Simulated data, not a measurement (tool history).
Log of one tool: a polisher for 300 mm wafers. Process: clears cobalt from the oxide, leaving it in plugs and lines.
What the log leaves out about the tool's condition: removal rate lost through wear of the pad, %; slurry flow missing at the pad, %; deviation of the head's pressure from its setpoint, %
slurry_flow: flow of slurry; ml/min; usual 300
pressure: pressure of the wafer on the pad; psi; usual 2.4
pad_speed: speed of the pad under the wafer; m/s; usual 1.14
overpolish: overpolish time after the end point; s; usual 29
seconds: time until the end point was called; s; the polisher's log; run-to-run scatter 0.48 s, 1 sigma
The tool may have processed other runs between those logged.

run,hour,slurry_flow,pressure,pad_speed,overpolish,wafers since the last listed run,wafers polished on this pad,hours since the slurry nozzle was cleaned,hours since the head pressure was calibrated,"incoming thickness of the incoming film, nm",seconds
1,0,300,2.1,1.14,29,0,631,398.2,332.2,189.7,38.8
# hour 14.6: worn pad replaced by a new one
2,29.5,300,2.4,1.14,29,131,76,427.7,361.7,186.7,34
# hour 33.1: slurry nozzle cleaned
3,59.4,300,2.4,1.14,29,148,225,26.3,391.6,189.5,34.4
4,109.9,300,2.4,1.14,29,259,484,76.8,442.1,190.2,34.2
# hour 159.7: worn pad replaced by a new one
5,176.6,300,2.4,1.14,29,322,86,143.5,508.8,188.3,32.5
6,216,300,2.4,1.14,29,202,289,182.9,548.2,187.8,32.9
7,255.9,300,2.4,1.14,29,205,494,222.8,588.1,188.1,32.4
# hour 299.6: worn pad replaced by a new one
8,306.3,300,3.1,1.14,25,238,34,273.2,638.5,187.3,25.1
9,367.3,275,2.4,0.96,36,313,348,334.2,699.5,189.7,36.9
# hour 428.4: head pressure recalibrated
# hour 428.8: worn pad replaced by a new one
10,429.3,300,2.4,1.14,29,306,2,396.2,0.9,189.6,35.7
11,464.1,210,2.4,1.14,20,178,181,431,35.7,193.1,37.4
# hour 488.8: slurry nozzle cleaned
12,496.1,335,2.1,1.48,43,159,340,7.3,67.7,188.3,31.7
13,532.9,375,2,1.14,29,189,529,44.1,104.5,190.2,41.7
# hour 573: worn pad replaced by a new one
14,582.4,300,1.9,1.14,29,233,48,93.6,154,187.4,43.5
15,651.1,300,2.4,1.32,29,353,401,162.3,222.7,187.6,30.5

Predict each of these 4 candidate next runs independently; none follows another, all start after run 15:
A,651.5,300,3,1.14,29,2,403,162.7,223.1,188.3,?
B,651.5,210,1.7,1.14,29,2,403,162.7,223.1,188.3,?
C,651.5,345,2.4,1.14,29,2,403,162.7,223.1,188.3,?
D,651.5,205,3,0.86,36,2,403,162.7,223.1,188.3,?

run,seconds
A,27
B,48.9
C,33.5
D,33.7
Stripped of hidden state, with their random variation kept, the same runs would have yielded:
run,seconds
A,28
B,50.7
C,34.7
D,35

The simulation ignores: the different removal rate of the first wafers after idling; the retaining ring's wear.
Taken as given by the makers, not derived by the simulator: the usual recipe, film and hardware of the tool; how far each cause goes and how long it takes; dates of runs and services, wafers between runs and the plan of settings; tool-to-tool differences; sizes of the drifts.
